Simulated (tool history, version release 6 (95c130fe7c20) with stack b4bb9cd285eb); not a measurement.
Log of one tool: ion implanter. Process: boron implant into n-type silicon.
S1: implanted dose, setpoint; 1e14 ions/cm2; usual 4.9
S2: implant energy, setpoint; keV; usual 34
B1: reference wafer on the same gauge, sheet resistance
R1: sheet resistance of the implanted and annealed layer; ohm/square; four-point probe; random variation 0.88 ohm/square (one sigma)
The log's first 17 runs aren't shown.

{"run": 18, "hour": 1501.8, "S1": 3.65, "S2": 34, "B1": 230.51, "R1": 266.42}
{"run": 19, "hour": 1578.6, "S1": 4.9, "S2": 34, "B1": 229.91, "R1": 211.07}
{"run": 20, "hour": 1632.5, "S1": 5.34, "S2": 34, "B1": 229.94, "R1": 197.92}
{"run": 21, "hour": 1729.3, "S1": 4.9, "S2": 34, "B1": 229.95, "R1": 210.85}
{"run": 22, "hour": 1949.3, "S1": 3.86, "S2": 45, "B1": 228.87, "R1": 248.14}
{"run": 23, "hour": 2030.8, "S1": 5.9, "S2": 29.5, "B1": 229.08, "R1": 182.89}
{"hour": 2071.1, "done": "gauge calibrated"}
{"hour": 2103.2, "done": "Faraday cup replaced and dose calibrated"}
{"run": 24, "hour": 2137.5, "S1": 4.9, "S2": 34, "B1": 239, "R1": 219.08}
{"run": 25, "hour": 2230.1, "S1": 4.9, "S2": 34, "B1": 239.31, "R1": 221.16}
{"run": 26, "hour": 2406.1, "S1": 4.9, "S2": 44, "B1": 238.38, "R1": 216.01}
{"run": 27, "hour": 2472.9, "S1": 4.9, "S2": 22.5, "B1": 238.14, "R1": 227.06}
{"run": 28, "hour": 2540.5, "S1": 6.02, "S2": 38.5, "B1": 237.98, "R1": 184.32}
{"run": 29, "hour": 2631.8, "S1": 4.9, "S2": 39, "B1": 238.34, "R1": 215.34}
{"run": 30, "hour": 2733.3, "S1": 4.9, "S2": 37.5, "B1": 237.86, "R1": 217.19}
{"run": 31, "hour": 2821.9, "S1": 4.9, "S2": 38, "B1": 237.6, "R1": 217.52}
{"hour": 2866.5, "done": "Faraday cup replaced and dose calibrated"}
{"run": 32, "hour": 2867.0, "S1": 5.56, "S2": 22.5, "B1": 236.78, "R1": 204.65}
{"run": 33, "hour": 2895.7, "S1": 3.89, "S2": 37.5, "B1": 237.11, "R1": 260.36}
{"run": 34, "hour": 2939.0, "S1": 6.23, "S2": 34, "B1": 237.17, "R1": 179.16}
{"run": 35, "hour": 3041.8, "S1": 4.9, "S2": 34, "B1": 236.79, "R1": 219.82}
{"run": 36, "hour": 3111.0, "S1": 4.9, "S2": 34, "B1": 236.8, "R1": 217.98}
{"run": 37, "hour": 3148.4, "S1": 5.98, "S2": 43, "B1": 236.6, "R1": 182.28}

4 ways to go on from here, each from the tool as it stands after run 37. What would each give?
{"run": "A", "hour": 3148.8, "S1": 3.73, "S2": 34, "B1": "?", "R1": "?"}
{"run": "B", "hour": 3148.8, "S1": 4.9, "S2": 45, "B1": "?", "R1": "?"}
{"run": "C", "hour": 3148.8, "S1": 5.37, "S2": 34, "B1": "?", "R1": "?"}
{"run": "D", "hour": 3148.8, "S1": 3.66, "S2": 29, "B1": "?", "R1": "?"}

run=A B1=236.67 R1=270.21
run=B B1=236.67 R1=213
run=C B1=236.67 R1=202.52
run=D B1=236.67 R1=278.2
Without the tool's hidden state the same runs would have given:
run=A R1=272.83
run=B R1=215.07
run=C R1=204.49
run=D R1=280.9
